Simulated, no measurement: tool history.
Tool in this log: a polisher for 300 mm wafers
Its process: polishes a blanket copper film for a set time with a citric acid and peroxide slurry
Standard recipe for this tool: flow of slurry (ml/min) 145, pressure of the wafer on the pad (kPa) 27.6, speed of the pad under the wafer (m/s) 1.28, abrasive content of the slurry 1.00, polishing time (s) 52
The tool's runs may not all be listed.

run,day,flow of slurry (ml/min),pressure of the wafer on the pad (kPa),speed of the pad under the wafer (m/s),abrasive content of the slurry,polishing time (s),wafers since the last listed run,wafers polished on this pad,hours since the slurry nozzle was cleaned,hours since the head pressure was calibrated,hours since the slurry blender was calibrated,"incoming thickness of the incoming film, nm",film removed (Å)
1,0.000,145,27.6,1.28,1.00,52,0,2021,248.0,803.7,210.5,708.0,1623
# day 0.238: head pressure recalibrated
2,2.608,145,27.6,1.28,1.00,52,678,2700,310.6,56.9,273.1,705.9,1619
3,6.154,145,27.6,1.28,1.00,52,952,3653,395.7,142.0,358.2,699.6,1609
# day 8.467: slurry blender recalibrated
4,8.854,145,27.6,1.28,1.00,52,703,4356,460.5,206.8,9.3,703.8,1565
# day 9.175: worn pad replaced by a new one
# day 11.300: slurry nozzle cleaned
5,13.058,145,27.6,1.28,1.00,52,1073,1032,42.2,307.7,110.2,694.5,1671
6,17.421,145,27.6,1.28,1.00,52,1172,2205,146.9,412.4,214.9,695.1,1582
7,20.708,145,27.6,1.28,1.00,52,883,3088,225.8,491.3,293.8,703.9,1578
8,22.433,145,27.6,1.28,1.00,52,463,3552,267.2,532.7,335.2,703.6,1571
9,24.071,145,27.6,1.12,1.00,52,440,3992,306.5,572.0,374.5,703.3,1421
10,27.946,145,27.6,1.12,1.00,52,1041,5033,399.5,665.0,467.5,703.1,1425
# day 28.233: slurry blender recalibrated
11,30.208,145,27.6,1.12,1.00,52,585,5619,453.8,719.3,47.4,701.7,1411
# day 30.629: worn pad replaced by a new one
12,32.508,145,27.6,1.28,0.90,52,573,505,509.0,774.5,102.6,711.4,1643
# day 32.588: slurry nozzle cleaned
# day 34.804: head pressure recalibrated
13,37.354,145,34.5,1.28,1.00,52,1268,1774,114.4,61.2,218.9,697.5,2004
14,40.271,145,34.5,1.28,1.00,52,783,2558,184.4,131.2,288.9,703.9,2003
# day 46.846: slurry blender recalibrated
15,49.812,180,27.6,1.42,1.00,68,2541,5099,413.4,360.2,71.2,694.2,2320
# day 51.862: slurry nozzle cleaned
# day 52.338: worn pad replaced by a new one
16,52.696,120,32.4,1.28,1.20,37,718,96,20.0,429.4,140.4,715.3,1421
17,56.858,145,19.3,1.02,1.00,52,1118,1215,119.9,529.3,240.3,690.4,991
18,61.321,145,27.6,1.28,1.00,52,1199,2414,227.0,636.4,347.4,707.8,1600
19,64.271,145,27.6,1.00,1.00,58,792,3207,297.8,707.2,418.2,695.4,1476
# day 65.654: head pressure recalibrated
20,66.442,190,22.1,1.28,0.75,36,560,3768,349.9,18.9,470.3,706.6,883
# day 68.233: slurry blender recalibrated
# day 69.496: slurry nozzle cleaned
21,69.517,190,22.1,1.28,0.75,36,792,4560,0.5,92.7,30.8,703.6,870
# day 69.917: worn pad replaced by a new one
22,73.850,145,27.6,1.12,1.15,44,1119,1056,104.5,196.7,134.8,702.2,1290
23,75.492,170,27.6,1.08,0.90,65,441,1497,143.9,236.1,174.2,693.1,1805
24,78.071,145,27.6,1.28,1.00,52,693,2190,205.8,298.0,236.1,711.2,1596
25,82.533,145,27.6,1.28,1.00,52,1199,3390,312.9,405.1,343.2,701.0,1620
26,84.629,185,20.0,1.28,0.85,69,563,3953,363.2,455.4,393.5,690.5,1572
# day 88.633: slurry nozzle cleaned
# day 90.075: slurry blender recalibrated
27,90.692,165,27.6,1.28,0.75,52,1595,5549,49.4,600.9,14.8,710.0,1525
# day 91.429: worn pad replaced by a new one
28,93.196,160,30.3,1.28,1.00,36,628,474,109.5,661.0,74.9,701.7,1286
29,95.904,190,22.1,1.28,0.75,36,727,1202,174.5,726.0,139.9,702.3,912

A few steps of film removed (Å) between consecutive runs. Split each: what settings, incoming material and random variation would produce without the hidden state, and what is left over for the hidden state, along with gauge scatter present in only one of the two compared results (measured, and without hidden state):
Hidden state at play: removal rate lost through wear of the pad, %; slurry flow missing at the pad, %; deviation of the head's pressure from its setpoint, %; abrasive missing from the slurry, %.
Run 15 -> 16: flow of slurry (ml/min) 180 -> 120, pressure of the wafer on the pad (kPa) 27.6 -> 32.4, speed of the pad under the wafer (m/s) 1.42 -> 1.28, abrasive content of the slurry 1.00 -> 1.20, polishing time (s) 68 -> 37, slurry nozzle cleaned, worn pad replaced by a new one. film removed (Å) -899: hidden state +211, all else -1110.
Run 17 -> 18: pressure of the wafer on the pad (kPa) 19.3 -> 27.6, speed of the pad under the wafer (m/s) 1.02 -> 1.28. film removed (Å) +609: hidden state -67, all else +676.
Run 27 -> 28: flow of slurry (ml/min) 165 -> 160, pressure of the wafer on the pad (kPa) 27.6 -> 30.3, abrasive content of the slurry 0.75 -> 1.00, polishing time (s) 52 -> 36, worn pad replaced by a new one. film removed (Å) -239: hidden state +110, all else -349.
